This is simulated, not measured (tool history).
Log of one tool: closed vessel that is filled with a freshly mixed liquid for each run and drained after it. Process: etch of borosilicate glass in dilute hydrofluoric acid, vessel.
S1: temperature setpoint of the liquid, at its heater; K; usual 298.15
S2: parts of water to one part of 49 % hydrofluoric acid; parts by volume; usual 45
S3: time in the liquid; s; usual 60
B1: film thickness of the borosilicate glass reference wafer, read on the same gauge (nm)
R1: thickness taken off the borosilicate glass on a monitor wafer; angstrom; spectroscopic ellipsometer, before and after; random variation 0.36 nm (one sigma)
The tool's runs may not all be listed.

| run | hour | S1 | S2 | S3 | B1 | R1 |
|---|---|---|---|---|---|---|
| 1 | 0 | 298.15 | 45 | 60 | 80.02 | 496.1 |
|  | 49 | gauge calibrated |
|  | 63.2 | thermometer replaced |
| 2 | 71.3 | 298.15 | 45 | 60 | 79.99 | 501.5 |
| 3 | 139.8 | 298.15 | 45 | 60 | 79.96 | 496.2 |
| 4 | 198.2 | 298.15 | 45 | 60 | 79.97 | 499.1 |
| 5 | 242.2 | 298.15 | 35 | 50 | 80 | 541.4 |
| 6 | 307 | 298.15 | 45 | 60 | 80.03 | 501.5 |
| 7 | 350.6 | 298.15 | 45 | 60 | 80.02 | 499.9 |
| 8 | 382.7 | 298.15 | 45 | 60 | 80.01 | 501.7 |
| 9 | 452.6 | 298.15 | 45 | 60 | 80.02 | 507.4 |
| 10 | 596.2 | 302.15 | 40 | 75 | 79.98 | 820.3 |
| 11 | 660.1 | 295.65 | 35 | 90 | 80.02 | 882 |
| 12 | 704.2 | 298.15 | 45 | 60 | 79.97 | 501 |
| 13 | 746 | 300.15 | 45 | 60 | 80 | 541.2 |
| 14 | 789.8 | 298.15 | 45 | 60 | 79.98 | 499.5 |
|  | 829.7 | hydrofluoric acid flow meter replaced |
| 15 | 849.5 | 298.15 | 45 | 60 | 79.98 | 501.5 |
| 16 | 916.2 | 293.65 | 25 | 85 | 80.03 | 1080.2 |
| 17 | 979.1 | 298.15 | 60 | 60 | 79.95 | 363.9 |
| 18 | 1029.9 | 301.15 | 35 | 90 | 79.99 | 1106.4 |
| 19 | 1061.9 | 298.15 | 55 | 60 | 80 | 407.2 |
| 20 | 1092.6 | 298.15 | 45 | 60 | 80 | 503.7 |
| 21 | 1162.7 | 295.65 | 30 | 60 | 79.96 | 687.5 |
| 22 | 1191.9 | 298.15 | 45 | 70 | 79.96 | 581.6 |
| 23 | 1225.7 | 296.15 | 60 | 50 | 79.99 | 280.5 |
| 24 | 1275.7 | 298.15 | 45 | 60 | 79.95 | 496.7 |
| 25 | 1300.3 | 296.65 | 45 | 60 | 80.06 | 464.6 |
| 26 | 1353.6 | 294.15 | 30 | 75 | 80 | 812.1 |
| 27 | 1425.5 | 296.15 | 45 | 60 | 80.01 | 456.4 |
| 28 | 1467.2 | 298.15 | 45 | 60 | 80.05 | 507.4 |
| 29 | 1537.5 | 295.65 | 55 | 35 | 80.02 | 212.5 |
| 30 | 1575.5 | 298.15 | 45 | 60 | 79.99 | 504.1 |
| 31 | 1621.6 | 298.15 | 55 | 50 | 80 | 339.8 |
| 32 | 1673.3 | 302.15 | 60 | 40 | 79.99 | 285.4 |

5 ways to go on from here, each from the tool as it stands after run 32. What would each give?
| A | 1674 | 295.65 | 45 | 60 | ? | ? |
| B | 1674 | 300.65 | 45 | 60 | ? | ? |
| C | 1674 | 301.65 | 30 | 35 | ? | ? |
| D | 1674 | 298.15 | 60 | 35 | ? | ? |
| E | 1674 | 302.15 | 45 | 50 | ? | ? |

| run | B1 | R1 |
|---|---|---|
| A | 80.02 | 451.9 |
| B | 80.02 | 554.7 |
| C | 80.02 | 516.8 |
| D | 80.02 | 214.9 |
| E | 80.02 | 490.8 |
Without the tool's hidden state the same runs would have given:
| run | R1 |
|---|---|
| A | 451.9 |
| B | 554.7 |
| C | 516.8 |
| D | 214.9 |
| E | 490.8 |
